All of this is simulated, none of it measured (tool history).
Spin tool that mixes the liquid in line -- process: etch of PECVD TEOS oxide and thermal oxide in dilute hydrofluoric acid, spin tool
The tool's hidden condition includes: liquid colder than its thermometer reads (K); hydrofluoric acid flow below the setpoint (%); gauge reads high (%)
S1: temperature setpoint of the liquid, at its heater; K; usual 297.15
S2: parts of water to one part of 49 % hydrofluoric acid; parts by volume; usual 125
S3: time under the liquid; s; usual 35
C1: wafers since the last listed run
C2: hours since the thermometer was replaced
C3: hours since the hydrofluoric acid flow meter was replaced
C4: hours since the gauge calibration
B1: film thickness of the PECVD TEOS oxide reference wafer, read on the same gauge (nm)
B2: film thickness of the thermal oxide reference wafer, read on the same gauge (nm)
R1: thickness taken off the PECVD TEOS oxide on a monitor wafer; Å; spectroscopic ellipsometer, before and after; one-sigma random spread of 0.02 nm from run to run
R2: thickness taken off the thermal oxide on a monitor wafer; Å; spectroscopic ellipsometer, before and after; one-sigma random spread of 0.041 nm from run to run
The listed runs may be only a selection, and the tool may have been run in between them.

run,hour,S1,S2,S3,C1,C2,C3,C4,B1,B2,R1,R2
1,0,297.15,145,35,0,1826.9,1184.9,100.2,89.98,60.002,42.8,9.96
2,13,297.15,125,35,120,1839.9,1197.9,113.2,89.99,59.975,50.7,11.17
3,21.5,297.15,125,35,78,1848.4,1206.4,121.7,90.01,60.013,50.9,12.07
4,51.2,297.15,125,35,275,1878.1,1236.1,151.4,90,60.002,50.6,11.16
5,60.6,297.15,125,35,87,1887.5,1245.5,160.8,89.99,60.008,50.5,11.42
6,67.6,297.15,125,35,64,1894.5,1252.5,167.8,90.02,59.976,50.4,11.26
7,76.7,295.15,125,35,84,1903.6,1261.6,176.9,89.98,60.016,46.5,10.7
8,83.1,295.15,125,35,59,1910,1268,183.3,90.01,59.98,46.6,10.86
9,89.5,295.15,125,35,59,1916.4,1274.4,189.7,89.99,60.034,46.3,11.11
# hour 91.7: thermometer replaced
10,106.9,297.15,125,35,152,15.2,1291.8,207.1,90,60.004,54.9,11.94
11,117.1,297.15,125,35,94,25.4,1302,217.3,90.01,59.974,55.1,13.1
# hour 120.6: hydrofluoric acid flow meter replaced
12,127.1,301.65,165,15,83,35.4,6.5,227.3,90.04,60.02,22.4,5.19
13,143.9,292.15,110,25,155,52.2,23.3,244.1,90.01,59.973,41.4,9.6
14,152.1,297.15,125,25,76,60.4,31.5,252.3,90.02,60.032,43.5,10.61
15,168.5,297.15,165,25,152,76.8,47.9,268.7,89.97,59.989,31.5,7.52
16,178.3,299.15,125,35,90,86.6,57.7,278.5,90.02,59.979,65.6,15.21
# hour 193.8: gauge calibrated
17,193.9,297.15,125,35,144,102.2,73.3,0.1,89.99,59.984,60.6,14.29
18,203.3,297.15,70,50,87,111.6,82.7,9.5,89.99,60.034,165.3,37.8
19,220.3,297.15,125,35,157,128.6,99.7,26.5,90,60.001,60.6,14.26
20,237.9,297.15,125,35,163,146.2,117.3,44.1,90.01,59.991,60,13.67
21,254.9,295.15,85,45,157,163.2,134.3,61.1,89.98,60.005,110.2,25.53
22,272.5,297.15,175,25,163,180.8,151.9,78.7,89.98,60.003,29,6.55
23,282.3,295.15,75,45,90,190.6,161.7,88.5,89.98,60.038,126.1,28.91

Forecast each of these 5 alternatives for the next run:
A,282.7,297.15,125,35,3,191,162.1,88.9,?,?,?,?
B,282.7,293.65,125,35,3,191,162.1,88.9,?,?,?,?
C,282.7,298.65,100,50,3,191,162.1,88.9,?,?,?,?
D,282.7,295.15,125,45,3,191,162.1,88.9,?,?,?,?
E,282.7,294.15,125,35,3,191,162.1,88.9,?,?,?,?

run,B1,B2,R1,R2
A,89.99,60.005,60.1,14.03
B,89.99,60.005,52.3,12.21
C,89.99,60.005,117.3,27.4
D,89.99,60.005,71.4,16.67
E,89.99,60.005,53.3,12.46
What these runs would have given with no unlogged condition in the tool:
run,R1,R2
A,62.1,14.51
B,54.1,12.63
C,121.3,28.33
D,73.9,17.25
E,55.2,12.89
